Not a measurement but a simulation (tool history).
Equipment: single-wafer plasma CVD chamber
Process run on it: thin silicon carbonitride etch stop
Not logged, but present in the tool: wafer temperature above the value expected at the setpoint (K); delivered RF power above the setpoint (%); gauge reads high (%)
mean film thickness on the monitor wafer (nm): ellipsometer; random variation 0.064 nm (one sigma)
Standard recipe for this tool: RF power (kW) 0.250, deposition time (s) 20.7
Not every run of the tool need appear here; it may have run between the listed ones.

run   hour  RF power (kW)  deposition time (s)  wafers since the last listed run  hours since the last thermocouple change  hours since the last RF generator calibration  hours since the showerhead was replaced  hours since the gauge calibration  read-back reference wafer on the same gauge, thickness_nm  mean film thickness on the monitor wafer (nm)
  1    0.0          0.250                 20.7                                 0                                    2217.0                                         1488.2                                   3846.5                              176.1                                                     14.287                                         12.429
  2   42.0          0.250                 20.7                               903                                    2259.0                                         1530.2                                   3888.5                              218.1                                                     14.304                                         12.595
  3  102.7          0.250                 20.7                              1305                                    2319.7                                         1590.9                                   3949.2                              278.8                                                     14.306                                         12.525
  4  171.7          0.250                 20.7                              1484                                    2388.7                                         1659.9                                   4018.2                              347.8                                                     14.285                                         12.481
  5  199.7          0.250                 20.7                               602                                    2416.7                                         1687.9                                   4046.2                              375.8                                                     14.300                                         12.424
     218.1  -- RF generator calibrated
  6  258.1          0.250                 20.7                              1084                                    2475.1                                           40.0                                   4104.6                              434.2                                                     14.292                                         12.516
     266.3  -- showerhead replaced
  7  293.8          0.250                 20.7                               595                                    2510.8                                           75.7                                     27.5                              469.9                                                     14.304                                         12.462
     323.6  -- thermocouple changed; heater temperature recalibrated
  8  332.7          0.250                 20.7                               664                                       9.1                                          114.6                                     66.4                              508.8                                                     14.288                                         12.586
  9  377.8          0.250                 20.7                               970                                      54.2                                          159.7                                    111.5                              553.9                                                     14.292                                         12.435
     390.5  -- gauge calibrated
 10  404.8          0.285                 20.7                               580                                      81.2                                          186.7                                    138.5                               14.3                                                     14.280                                         13.147
 11  456.9          0.200                 17.2                              1120                                     133.3                                          238.8                                    190.6                               66.4                                                     14.273                                          9.315
 12  540.8          0.225                 18.9                              1805                                     217.2                                          322.7                                    274.5                              150.3                                                     14.343                                         10.832
 13  567.1          0.290                 23.8                               565                                     243.5                                          349.0                                    300.8                              176.6                                                     14.299                                         15.268
 14  620.6          0.250                 20.7                              1151                                     297.0                                          402.5                                    354.3                              230.1                                                     14.318                                         12.393
 15  646.4          0.210                 18.3                               555                                     322.8                                          428.3                                    380.1                              255.9                                                     14.293                                         10.145

Hidden state at the last listed run before each entry between runs and at the first one after, where it differs:
Run 5 -> run 6: RF generator calibrated (hour 218.1)
  nothing in the hidden state changes from one run to the other
Run 6 -> run 7: showerhead replaced (hour 266.3)
  nothing in the hidden state changes from one run to the other
Run 7 -> run 8: thermocouple changed; heater temperature recalibrated (hour 323.6)
  nothing in the hidden state changes from one run to the other
Run 9 -> run 10: gauge calibrated (hour 390.5)
  nothing in the hidden state changes from one run to the other
